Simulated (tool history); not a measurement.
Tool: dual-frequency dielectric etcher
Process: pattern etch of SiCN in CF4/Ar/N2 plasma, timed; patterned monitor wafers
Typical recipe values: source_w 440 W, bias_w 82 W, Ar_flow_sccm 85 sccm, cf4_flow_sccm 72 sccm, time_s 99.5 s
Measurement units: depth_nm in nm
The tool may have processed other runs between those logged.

run   hour  source_w  bias_w  Ar_flow_sccm  cf4_flow_sccm  time_s  read-back reference wafer on the same gauge, depth_nm  depth_nm
  1    0.0       440      82            85             72    99.5                                                   99.5      90.3
  2   17.8       440      82            85             72    99.5                                                   99.6      90.2
  3   33.6       440      82            85             72    99.5                                                   99.5      90.6
  4   60.2       440      82            85             72    84.0                                                   99.7      76.4
  5   85.3       440      82            85             72    84.0                                                   99.6      76.3
  6  117.0       440      82            85             72    91.0                                                   99.6      82.7
  7  143.7       440      82            85             72    91.0                                                   99.5      82.7
  8  157.1       440      82            85             72    91.0                                                   99.6      82.7
  9  180.4       440      82            95             72    99.5                                                   99.6      89.0
 10  196.2       440      82            85             72    91.0                                                   99.6      82.9
 11  220.3       530      82            85             72    99.5                                                   99.6      99.3
 12  251.6       440      94            85             72    99.5                                                   99.7      93.2
 13  286.4       340      66            76             72    99.5                                                   99.6      78.1
 14  301.8       440      82            85             72    99.5                                                   99.6      90.2
 15  319.1       350      63           105             72    72.5                                                   99.6      54.7
 16  332.3       550      69            78             56    99.5                                                   99.6      95.1
 17  351.8       440      98            85             72   115.5                                                   99.6     108.9
 18  367.5       440      82            85             66    99.5                                                   99.6      89.1
 19  390.0       440      82            85             72    99.5                                                   99.6      90.3

Withheld: 7 entries from between the runs. Position of each, and hidden state at the listed run before versus the listed run after:
After run 7, before run 8: gauge calibrated (hour 146.1)
  etch rate over this chamber's usual, %: 0.438 -> 0.461
  measured value less the no-hidden-state value, depth_nm: +0.4 -> +0.3 nm
After run 9, before run 10: source power generator calibrated (hour 193.2)
  etch rate over this chamber's usual, %: 0.502 -> 0.529
  measured value less the no-hidden-state value, depth_nm: +0.4 -> +0.4 nm
After run 10, before run 11: bias power generator calibrated (hour 210.6); CF4 flow controller replaced (hour 219.8)
  etch rate over this chamber's usual, %: 0.529 -> 0.571
  measured value less the no-hidden-state value, depth_nm: +0.4 -> +0.6 nm
After run 12, before run 13: Ar flow controller replaced (hour 267.5); upper electrode replaced (hour 282.8); wet clean of the chamber (hour 285.9)
  etch rate over this chamber's usual, %: 0.625 -> 0.0801
  measured value less the no-hidden-state value, depth_nm: +0.5 -> +0.0 nm
